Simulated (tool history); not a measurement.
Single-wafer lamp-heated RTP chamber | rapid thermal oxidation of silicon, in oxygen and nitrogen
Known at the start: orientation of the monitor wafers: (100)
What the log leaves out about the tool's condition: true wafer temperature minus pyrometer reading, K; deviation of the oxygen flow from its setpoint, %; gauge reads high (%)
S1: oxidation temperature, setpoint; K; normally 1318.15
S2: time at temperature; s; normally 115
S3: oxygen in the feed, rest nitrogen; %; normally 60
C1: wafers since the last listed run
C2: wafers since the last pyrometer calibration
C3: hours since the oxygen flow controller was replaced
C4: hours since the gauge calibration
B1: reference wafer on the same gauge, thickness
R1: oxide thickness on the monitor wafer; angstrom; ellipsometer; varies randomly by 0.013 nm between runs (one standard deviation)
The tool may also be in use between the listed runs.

| run | hour | S1 | S2 | S3 | C1 | C2 | C3 | C4 | B1 | R1 |
|---|---|---|---|---|---|---|---|---|---|---|
| 1 | 0 | 1318.15 | 115 | 60 | 0 | 1507 | 3795.7 | 66.5 | 9.157 | 86.72 |
| 2 | 47.7 | 1318.15 | 115 | 60 | 438 | 1945 | 3843.4 | 114.2 | 9.158 | 86.84 |
| 3 | 82 | 1296.15 | 150 | 60 | 315 | 2260 | 3877.7 | 148.5 | 9.163 | 84.13 |
| 4 | 91.8 | 1296.15 | 150 | 60 | 90 | 2350 | 3887.5 | 158.3 | 9.161 | 84.28 |
| 5 | 101.2 | 1318.15 | 115 | 60 | 86 | 2436 | 3896.9 | 167.7 | 9.162 | 87.12 |
| 6 | 117.7 | 1318.15 | 115 | 51 | 151 | 2588 | 3913.4 | 184.2 | 9.164 | 82.52 |
| 7 | 133 | 1318.15 | 115 | 51 | 140 | 2728 | 3928.7 | 199.5 | 9.159 | 82.24 |
| 8 | 141.1 | 1318.15 | 115 | 51 | 74 | 2803 | 3936.8 | 207.6 | 9.161 | 82.49 |
| 9 | 156.1 | 1318.15 | 115 | 42 | 137 | 2941 | 3951.8 | 222.6 | 9.162 | 77.17 |
| 10 | 167.9 | 1318.15 | 115 | 60 | 108 | 3049 | 3963.6 | 234.4 | 9.162 | 87.55 |
|  | 177.1 | oxygen flow controller replaced |
| 11 | 184.9 | 1318.15 | 115 | 60 | 82 | 3132 | 7.8 | 251.4 | 9.159 | 87.36 |
| 12 | 193.9 | 1318.15 | 115 | 60 | 82 | 3214 | 16.8 | 260.4 | 9.163 | 87.52 |
| 13 | 205.3 | 1336.15 | 115 | 70 | 104 | 3319 | 28.2 | 271.8 | 9.162 | 104.58 |
| 14 | 221.3 | 1318.15 | 70 | 60 | 146 | 3466 | 44.2 | 287.8 | 9.161 | 70.09 |
| 15 | 238.3 | 1318.15 | 115 | 43 | 156 | 3622 | 61.2 | 304.8 | 9.165 | 77.78 |
| 16 | 253.1 | 1345.15 | 169 | 60 | 135 | 3758 | 76 | 319.6 | 9.158 | 125.82 |
| 17 | 268.4 | 1289.15 | 151 | 46 | 140 | 3899 | 91.3 | 334.9 | 9.159 | 73.77 |
| 18 | 286.6 | 1309.15 | 90 | 68 | 167 | 4066 | 109.5 | 353.1 | 9.159 | 77.23 |
|  | 298.2 | pyrometer window cleaned and pyrometer calibrated |
|  | 298.7 | gauge calibrated |
| 19 | 298.7 | 1329.15 | 161 | 47 | 37 | 4 | 121.6 | 0 | 9.162 | 99.22 |
| 20 | 306 | 1318.15 | 115 | 60 | 67 | 71 | 128.9 | 7.3 | 9.16 | 85.97 |
| 21 | 319.6 | 1318.15 | 115 | 60 | 124 | 196 | 142.5 | 20.9 | 9.161 | 86.07 |
| 22 | 335.4 | 1345.15 | 140 | 60 | 145 | 341 | 158.3 | 36.7 | 9.159 | 113.28 |
| 23 | 341.5 | 1318.15 | 87 | 60 | 56 | 397 | 164.4 | 42.8 | 9.159 | 75.96 |
| 24 | 347.6 | 1318.15 | 115 | 60 | 56 | 453 | 170.5 | 48.9 | 9.16 | 86.13 |
| 25 | 355.9 | 1306.15 | 152 | 86 | 76 | 529 | 178.8 | 57.2 | 9.162 | 102.77 |
| 26 | 369.7 | 1318.15 | 145 | 36 | 126 | 656 | 192.6 | 71 | 9.158 | 79.96 |
| 27 | 386.3 | 1318.15 | 115 | 90 | 152 | 808 | 209.2 | 87.6 | 9.159 | 99.94 |

3 ways to go on from here, each from the tool as it stands after run 27. What would each give?
| A | 386.8 | 1294.15 | 115 | 60 | 4 | 813 | 209.7 | 88.1 | ? | ? |
| B | 386.8 | 1328.15 | 62 | 69 | 4 | 813 | 209.7 | 88.1 | ? | ? |
| C | 386.8 | 1332.15 | 150 | 86 | 4 | 813 | 209.7 | 88.1 | ? | ? |

| run | B1 | R1 |
|---|---|---|
| A | 9.161 | 72.78 |
| B | 9.161 | 73.43 |
| C | 9.161 | 122.4 |
With the hidden condition removed and each run's random variation left untouched, the same runs would have given:
| run | R1 |
|---|---|
| A | 72.39 |
| B | 73.06 |
| C | 121.79 |

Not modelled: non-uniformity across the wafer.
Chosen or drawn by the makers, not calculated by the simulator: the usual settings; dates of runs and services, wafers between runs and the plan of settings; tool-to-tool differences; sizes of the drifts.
